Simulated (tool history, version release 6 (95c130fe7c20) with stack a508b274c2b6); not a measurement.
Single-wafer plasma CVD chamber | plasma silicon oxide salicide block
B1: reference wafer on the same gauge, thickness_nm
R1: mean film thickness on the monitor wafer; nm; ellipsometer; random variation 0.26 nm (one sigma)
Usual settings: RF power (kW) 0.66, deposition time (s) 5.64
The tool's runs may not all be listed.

run 1 hour=0 | RF_power_(kW)=0.66 deposition_time_(s)=5.21 | B1=60.977 | R1=52.098
-- hour=91.4 gauge calibrated
run 2 hour=96.8 | RF_power_(kW)=0.66 deposition_time_(s)=5.21 | B1=60.891 | R1=51.668
run 3 hour=236.6 | RF_power_(kW)=0.66 deposition_time_(s)=5.64 | B1=60.833 | R1=56.244
run 4 hour=261.2 | RF_power_(kW)=0.7 deposition_time_(s)=5.64 | B1=60.83 | R1=57.114
run 5 hour=319.4 | RF_power_(kW)=0.7 deposition_time_(s)=5.64 | B1=60.967 | R1=56.886
run 6 hour=384.9 | RF_power_(kW)=0.7 deposition_time_(s)=5.64 | B1=60.909 | R1=56.993
run 7 hour=442.4 | RF_power_(kW)=0.66 deposition_time_(s)=5.28 | B1=60.783 | R1=52.008
run 8 hour=482.2 | RF_power_(kW)=0.66 deposition_time_(s)=5.28 | B1=60.891 | R1=52.717
-- hour=512.4 RF generator calibrated
run 9 hour=538.7 | RF_power_(kW)=0.66 deposition_time_(s)=5.28 | B1=60.918 | R1=53.722
run 10 hour=593.9 | RF_power_(kW)=0.66 deposition_time_(s)=5.25 | B1=60.887 | R1=53.148
run 11 hour=641.8 | RF_power_(kW)=0.66 deposition_time_(s)=5.25 | B1=60.946 | R1=52.921
run 12 hour=688.6 | RF_power_(kW)=0.66 deposition_time_(s)=5.64 | B1=60.982 | R1=57.028
run 13 hour=733.6 | RF_power_(kW)=0.66 deposition_time_(s)=5.64 | B1=61.014 | R1=57.501
run 14 hour=765.3 | RF_power_(kW)=0.66 deposition_time_(s)=5.64 | B1=60.98 | R1=57.314
run 15 hour=954.8 | RF_power_(kW)=0.66 deposition_time_(s)=5.64 | B1=60.773 | R1=57.187
run 16 hour=979.1 | RF_power_(kW)=0.66 deposition_time_(s)=5.64 | B1=60.795 | R1=56.977
run 17 hour=1028.9 | RF_power_(kW)=0.66 deposition_time_(s)=5.64 | B1=60.948 | R1=57.115
run 18 hour=1066 | RF_power_(kW)=0.66 deposition_time_(s)=5.64 | B1=60.961 | R1=56.997
run 19 hour=1119 | RF_power_(kW)=0.76 deposition_time_(s)=5.64 | B1=60.893 | R1=58.724
run 20 hour=1181.4 | RF_power_(kW)=0.76 deposition_time_(s)=5.64 | B1=60.861 | R1=58.628
run 21 hour=1233.5 | RF_power_(kW)=0.76 deposition_time_(s)=5.64 | B1=60.866 | R1=58.851
run 22 hour=1286.3 | RF_power_(kW)=0.66 deposition_time_(s)=5.64 | B1=60.919 | R1=56.609
run 23 hour=1326.6 | RF_power_(kW)=0.765 deposition_time_(s)=4.99 | B1=60.804 | R1=52.471
run 24 hour=1366.5 | RF_power_(kW)=0.66 deposition_time_(s)=5.64 | B1=60.84 | R1=56.437
run 25 hour=1395.9 | RF_power_(kW)=0.625 deposition_time_(s)=6.65 | B1=60.953 | R1=65.443
-- hour=1459.8 gauge calibrated
run 26 hour=1463.5 | RF_power_(kW)=0.66 deposition_time_(s)=5.64 | B1=60.866 | R1=56.138
run 27 hour=1532.7 | RF_power_(kW)=0.79 deposition_time_(s)=5.2 | B1=60.795 | R1=54.885
run 28 hour=1581.3 | RF_power_(kW)=0.66 deposition_time_(s)=5.25 | B1=60.939 | R1=52.029
run 29 hour=1647.8 | RF_power_(kW)=0.715 deposition_time_(s)=5.64 | B1=60.907 | R1=57.655
run 30 hour=1764.6 | RF_power_(kW)=0.625 deposition_time_(s)=4.84 | B1=60.941 | R1=47.597
run 31 hour=1818.7 | RF_power_(kW)=0.66 deposition_time_(s)=5.64 | B1=60.92 | R1=55.972
-- hour=1862.9 showerhead replaced
run 32 hour=1873 | RF_power_(kW)=0.66 deposition_time_(s)=5.64 | B1=60.923 | R1=55.607
-- hour=1920.3 RF generator calibrated
run 33 hour=1932.7 | RF_power_(kW)=0.66 deposition_time_(s)=5.64 | B1=60.957 | R1=57.331
run 34 hour=1977 | RF_power_(kW)=0.595 deposition_time_(s)=6.56 | B1=60.928 | R1=64.634
run 35 hour=2040.8 | RF_power_(kW)=0.77 deposition_time_(s)=6.16 | B1=60.874 | R1=65.099
run 36 hour=2072.3 | RF_power_(kW)=0.66 deposition_time_(s)=5.64 | B1=60.838 | R1=56.677
run 37 hour=2126.6 | RF_power_(kW)=0.755 deposition_time_(s)=5.64 | B1=60.778 | R1=59.512
run 38 hour=2176.5 | RF_power_(kW)=0.58 deposition_time_(s)=4.77 | B1=60.951 | R1=46.633
run 39 hour=2218.1 | RF_power_(kW)=0.76 deposition_time_(s)=5.64 | B1=60.98 | R1=59.181
run 40 hour=2255.7 | RF_power_(kW)=0.54 deposition_time_(s)=5.05 | B1=60.99 | R1=48.318
run 41 hour=2307.9 | RF_power_(kW)=0.745 deposition_time_(s)=4.97 | B1=60.731 | R1=51.942
run 42 hour=2430.4 | RF_power_(kW)=0.66 deposition_time_(s)=5.64 | B1=60.933 | R1=57.024
run 43 hour=2455 | RF_power_(kW)=0.605 deposition_time_(s)=5.32 | B1=60.882 | R1=52.595
run 44 hour=2492.3 | RF_power_(kW)=0.74 deposition_time_(s)=4.79 | B1=60.818 | R1=49.732
run 45 hour=2526.9 | RF_power_(kW)=0.715 deposition_time_(s)=4.76 | B1=60.871 | R1=49.115

Forecast each of these 3 alternatives for the next run:
run A hour=2527.3 | RF_power_(kW)=0.66 deposition_time_(s)=5.64 | B1=? | R1=?
run B hour=2527.3 | RF_power_(kW)=0.585 deposition_time_(s)=6.58 | B1=? | R1=?
run C hour=2527.3 | RF_power_(kW)=0.66 deposition_time_(s)=6.26 | B1=? | R1=?

run=A B1=60.819 R1=56.856
run=B B1=60.819 R1=64.21
run=C B1=60.819 R1=63.106
Without the tool's hidden state the same runs would have given:
run=A R1=57.132
run=B R1=64.522
run=C R1=63.413
